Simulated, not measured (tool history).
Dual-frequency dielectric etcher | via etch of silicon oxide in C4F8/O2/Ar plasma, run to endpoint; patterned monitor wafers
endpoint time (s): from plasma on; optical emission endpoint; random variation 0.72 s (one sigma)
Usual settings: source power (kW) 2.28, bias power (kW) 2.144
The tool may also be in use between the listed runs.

run	day	source power (kW)	bias power (kW)	wafers since the last listed run	hours since the last wet clean	hours since the last source power generator calibration	hours since the last bias power generator calibration	hours since the last upper electrode change	incoming incoming film thickness, nm	endpoint time (s)
1	0	2.28	2.144	0	12.8	2249.7	1582	4724.6	1113.6	207.6
2	2.125	2.28	2.144	279	63.8	2300.7	1633	4775.6	1110.6	207.7
3	4.696	2.28	2.144	338	125.5	2362.4	1694.7	4837.3	1111.2	207.9
4	8.583	2.28	2.144	512	218.8	2455.7	1788	4930.6	1116.1	207.5
5	11.646	2.28	2.383	403	292.3	2529.2	1861.5	5004.1	1103.8	198.5
# day 19.396: wet clean of the chamber
6	22.762	2.28	2.383	1332	80.8	2796	2128.3	5270.9	1109.8	198.2
7	25.804	2.28	2.144	400	153.8	2869	2201.3	5343.9	1111.8	206.8
8	28.275	2.28	1.798	325	213.1	2928.3	2260.6	5403.2	1111	220.6
9	30.825	2.28	1.924	335	274.3	2989.5	2321.8	5464.4	1108.5	215
10	32.717	2.28	1.924	249	319.7	3034.9	2367.2	5509.8	1114	214.3
11	36.204	2.28	2.144	459	403.4	3118.6	2450.9	5593.5	1103.4	205.2
# day 39.392: bias power generator calibrated
# day 40.171: wet clean of the chamber
12	47.454	2.28	2.144	1357	174.8	3388.6	193.5	5863.5	1097.9	208.5
13	49.071	2.28	2.144	212	213.6	3427.4	232.3	5902.3	1105.7	208.6
# day 50.908: upper electrode replaced
14	52.358	1.74	2.43	301	292.5	3506.3	311.2	34.8	1095.9	214.2
# day 54.692: source power generator calibrated
15	55.392	2.28	2.144	377	365.3	16.8	384	107.6	1113.3	214.3
16	59.346	2.49	2.144	520	460.2	111.7	478.9	202.5	1115.5	207.1
# day 60.596: wet clean of the chamber
17	63.258	1.72	2.373	383	63.9	205.6	572.8	296.4	1109.8	223.5
18	65.775	1.73	2.144	331	124.3	266	633.2	356.8	1106.4	231.6
19	68.008	2.48	2.301	294	177.9	319.6	686.8	410.4	1101.2	198.2
20	70.483	2.67	1.691	325	237.3	379	746.2	469.8	1097.5	216.4

The next listed run, before its measurement:
21	73.412	2.28	2.144	385	307.6	449.3	816.5	540.1	1123.5	?

{"run 21": {"endpoint time (s)": 213.6}}
Without the tool's hidden state the same run would have given endpoint time (s) 216.3.

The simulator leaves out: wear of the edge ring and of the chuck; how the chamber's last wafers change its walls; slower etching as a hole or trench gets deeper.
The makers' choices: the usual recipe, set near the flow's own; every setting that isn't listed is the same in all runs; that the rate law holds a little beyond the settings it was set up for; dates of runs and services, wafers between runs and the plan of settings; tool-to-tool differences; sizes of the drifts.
